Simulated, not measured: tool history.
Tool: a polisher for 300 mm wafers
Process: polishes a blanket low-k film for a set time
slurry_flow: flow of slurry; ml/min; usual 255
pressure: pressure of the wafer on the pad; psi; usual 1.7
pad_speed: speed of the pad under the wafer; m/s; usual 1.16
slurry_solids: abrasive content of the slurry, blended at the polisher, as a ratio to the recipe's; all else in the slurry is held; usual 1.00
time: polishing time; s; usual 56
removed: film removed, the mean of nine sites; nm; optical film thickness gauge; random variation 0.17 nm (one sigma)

run   hour  slurry_flow  pressure  pad_speed  slurry_solids  time  wafers since the last listed run  wafers polished on this pad  hours since the slurry nozzle was cleaned  hours since the head pressure was calibrated  hours since the slurry blender was calibrated  hours since the conditioning disc was replaced  incoming thickness of the incoming film, nm  removed
  1    0.0          255       1.9       1.16           1.00    56                                 0                         1701                                      713.2                                         988.2                                          189.8                                           252.4                                        346.6     19.0
  2   32.1          255       1.9       1.16           1.00    56                               439                         2141                                      745.3                                        1020.3                                          221.9                                           284.5                                        350.2     18.8
      38.4  -- worn pad replaced by a new one, of another model than before
  3   49.1          255       1.9       1.16           1.00    56                               178                          146                                      762.3                                        1037.3                                          238.9                                           301.5                                        353.4     18.9
      53.3  -- slurry nozzle cleaned
  4   72.0          255       1.4       1.16           1.00    56                               299                          446                                       18.7                                        1060.2                                          261.8                                           324.4                                        348.9     15.5
  5  102.8          255       1.4       1.16           1.00    56                               421                          868                                       49.5                                        1091.0                                          292.6                                           355.2                                        357.1     15.2
  6  131.0          255       1.7       1.16           1.00    56                               386                         1254                                       77.7                                        1119.2                                          320.8                                           383.4                                        354.4     17.1
     173.6  -- worn pad replaced by a new one
  7  177.2          255       1.7       1.16           1.00    56                               577                           49                                      123.9                                        1165.4                                          367.0                                           429.6                                        349.6     17.6
  8  198.9          255       1.7       1.16           1.00    56                               297                          346                                      145.6                                        1187.1                                          388.7                                           451.3                                        354.4     17.3
  9  218.0          255       1.7       1.16           1.00    56                               261                          607                                      164.7                                        1206.2                                          407.8                                           470.4                                        352.7     17.4
     220.2  -- slurry blender recalibrated
 10  246.9          190       1.7       1.16           1.00    56                               368                          976                                      193.6                                        1235.1                                           26.7                                           499.3                                        348.0     16.7
 11  267.2          175       1.7       1.16           1.00    38                               278                         1254                                      213.9                                        1255.4                                           47.0                                           519.6                                        347.1     11.5
 12  284.2          180       1.7       1.00           1.00    56                               232                         1487                                      230.9                                        1272.4                                           64.0                                           536.6                                        344.6     14.6
 13  299.5          255       1.7       1.06           1.00    48                               209                         1696                                      246.2                                        1287.7                                           79.3                                           551.9                                        344.8     13.6
     311.5  -- worn pad replaced by a new one
 14  313.2          255       2.2       1.16           1.00    56                               132                           23                                      259.9                                        1301.4                                           93.0                                           565.6                                        346.5     20.8
     334.4  -- head pressure recalibrated
 15  342.3          255       1.7       1.16           1.00    56                               371                          394                                      289.0                                           7.9                                          122.1                                           594.7                                        343.7     19.0
     357.0  -- conditioning disc replaced and pad reconditioned
 16  362.5          180       1.4       1.16           1.00    74                               249                          644                                      309.2                                          28.1                                          142.3                                             5.5                                        356.5     21.4
 17  382.0          305       1.7       1.16           1.20    56                               267                          911                                      328.7                                          47.6                                          161.8                                            25.0                                        347.3     20.5
 18  413.6          255       1.7       1.16           1.00    56                               432                         1343                                      360.3                                          79.2                                          193.4                                            56.6                                        351.0     19.1
 19  446.9          255       1.7       1.16           1.00    71                               456                         1800                                      393.6                                         112.5                                          226.7                                            89.9                                        349.5     23.8

Forecast run 20:
     458.4  -- worn pad replaced by a new one
 20  462.1          255       1.7       0.92           0.75    74                               153                           50                                      408.8                                         127.7                                          241.9                                           105.1                                        351.0        ?

Run 20 gave removed 17.7 nm.
Without the tool's hidden state the same run would have given removed 17.9 nm.
